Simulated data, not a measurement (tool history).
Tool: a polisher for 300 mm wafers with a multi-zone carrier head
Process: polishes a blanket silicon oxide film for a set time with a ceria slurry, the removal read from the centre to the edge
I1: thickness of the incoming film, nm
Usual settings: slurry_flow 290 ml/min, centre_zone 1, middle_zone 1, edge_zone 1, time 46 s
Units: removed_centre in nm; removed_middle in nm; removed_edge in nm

run 1 hour=0 | slurry_flow=290 centre_zone=1 middle_zone=1 edge_zone=1 time=46 | I1=1934.1 | removed_centre=193.3 removed_middle=194.5 removed_edge=192.5
run 2 hour=14.9 | slurry_flow=290 centre_zone=1 middle_zone=1 edge_zone=1 time=46 | I1=1886 | removed_centre=193.9 removed_middle=200.2 removed_edge=192.2
run 3 hour=27.4 | slurry_flow=290 centre_zone=1 middle_zone=1 edge_zone=0.96 time=34 | I1=1881.3 | removed_centre=143.6 removed_middle=146.1 removed_edge=141.1
run 4 hour=39.3 | slurry_flow=350 centre_zone=1 middle_zone=1.08 edge_zone=1 time=46 | I1=1919.2 | removed_centre=195.2 removed_middle=216.4 removed_edge=195.7
run 5 hour=47 | slurry_flow=290 centre_zone=0.92 middle_zone=1 edge_zone=1 time=59 | I1=1941.1 | removed_centre=225.5 removed_middle=258.9 removed_edge=251.1
run 6 hour=58.5 | slurry_flow=380 centre_zone=0.89 middle_zone=1 edge_zone=1.08 time=39 | I1=1923.5 | removed_centre=150.5 removed_middle=171.3 removed_edge=170
-- hour=67.2 worn pad replaced by a new one
run 7 hour=76.9 | slurry_flow=290 centre_zone=1 middle_zone=1 edge_zone=1 time=46 | I1=1915.7 | removed_centre=192.6 removed_middle=200 removed_edge=194.6
run 8 hour=84.1 | slurry_flow=290 centre_zone=1 middle_zone=1 edge_zone=1.1 time=61 | I1=1913 | removed_centre=251.6 removed_middle=266.7 removed_edge=265.1
run 9 hour=98.8 | slurry_flow=340 centre_zone=1 middle_zone=1 edge_zone=1 time=46 | I1=1921.9 | removed_centre=193.7 removed_middle=202.1 removed_edge=194.7
-- hour=101.1 edge zone pressure recalibrated
run 10 hour=105 | slurry_flow=290 centre_zone=1 middle_zone=1 edge_zone=1 time=46 | I1=1961.4 | removed_centre=191.7 removed_middle=199.2 removed_edge=195
run 11 hour=113.7 | slurry_flow=290 centre_zone=1 middle_zone=1 edge_zone=1 time=38 | I1=1916.9 | removed_centre=156.7 removed_middle=163.6 removed_edge=160.6
run 12 hour=120.7 | slurry_flow=290 centre_zone=1 middle_zone=1 edge_zone=1 time=46 | I1=1901.3 | removed_centre=191.5 removed_middle=199.4 removed_edge=196.5
run 13 hour=133.5 | slurry_flow=360 centre_zone=1 middle_zone=1.09 edge_zone=1 time=31 | I1=1916.3 | removed_centre=127.4 removed_middle=146.7 removed_edge=133.6
-- hour=142.1 worn pad replaced by a new one
run 14 hour=146.7 | slurry_flow=290 centre_zone=1 middle_zone=1 edge_zone=0.95 time=46 | I1=1941.2 | removed_centre=189.2 removed_middle=200.2 removed_edge=191.3
run 15 hour=157.1 | slurry_flow=235 centre_zone=1 middle_zone=1 edge_zone=0.88 time=46 | I1=1912 | removed_centre=186.4 removed_middle=191.9 removed_edge=184
run 16 hour=173 | slurry_flow=335 centre_zone=0.92 middle_zone=1.11 edge_zone=0.91 time=46 | I1=1953.8 | removed_centre=174.6 removed_middle=215.8 removed_edge=186.1
run 17 hour=184.6 | slurry_flow=350 centre_zone=1.1 middle_zone=1 edge_zone=1 time=46 | I1=1896.1 | removed_centre=209 removed_middle=203 removed_edge=197.5
run 18 hour=200.4 | slurry_flow=235 centre_zone=1 middle_zone=1.03 edge_zone=1.08 time=39 | I1=1927.5 | removed_centre=156.5 removed_middle=170.5 removed_edge=167.2
run 19 hour=212.5 | slurry_flow=290 centre_zone=1 middle_zone=1 edge_zone=1.1 time=33 | I1=1929.3 | removed_centre=133.9 removed_middle=142.5 removed_edge=144.3
run 20 hour=219.5 | slurry_flow=290 centre_zone=1 middle_zone=0.93 edge_zone=1 time=46 | I1=1876.5 | removed_centre=184.9 removed_middle=186.6 removed_edge=194
run 21 hour=227.1 | slurry_flow=290 centre_zone=1 middle_zone=1 edge_zone=1 time=46 | I1=1912.8 | removed_centre=186.8 removed_middle=196.8 removed_edge=194.8

Forecast each of these 5 alternatives for the next run:
run A hour=227.5 | slurry_flow=290 centre_zone=1 middle_zone=1 edge_zone=1 time=46 | I1=1916 | removed_centre=? removed_middle=? removed_edge=?
run B hour=227.5 | slurry_flow=290 centre_zone=1 middle_zone=1.08 edge_zone=1 time=56 | I1=1916 | removed_centre=? removed_middle=? removed_edge=?
run C hour=227.5 | slurry_flow=290 centre_zone=1 middle_zone=1 edge_zone=1 time=62 | I1=1916 | removed_centre=? removed_middle=? removed_edge=?
run D hour=227.5 | slurry_flow=290 centre_zone=1.09 middle_zone=0.94 edge_zone=1.07 time=46 | I1=1916 | removed_centre=? removed_middle=? removed_edge=?
run E hour=227.5 | slurry_flow=290 centre_zone=1 middle_zone=1 edge_zone=1.09 time=46 | I1=1916 | removed_centre=? removed_middle=? removed_edge=?

run=A removed_centre=189.3 removed_middle=201.3 removed_edge=196.9
run=B removed_centre=230.6 removed_middle=261.6 removed_edge=239.4
run=C removed_centre=255.2 removed_middle=271.3 removed_edge=265.3
run=D removed_centre=206.5 removed_middle=191 removed_edge=201.4
run=E removed_centre=189.3 removed_middle=201.3 removed_edge=202.4
Without the tool's hidden state the same runs would have given:
run=A removed_centre=195.9 removed_middle=201.3 removed_edge=196.9
run=B removed_centre=238.6 removed_middle=261.6 removed_edge=239.4
run=C removed_centre=264.1 removed_middle=271.3 removed_edge=265.3
run=D removed_centre=213.6 removed_middle=191 removed_edge=201.4
run=E removed_centre=195.9 removed_middle=201.2 removed_edge=202.4
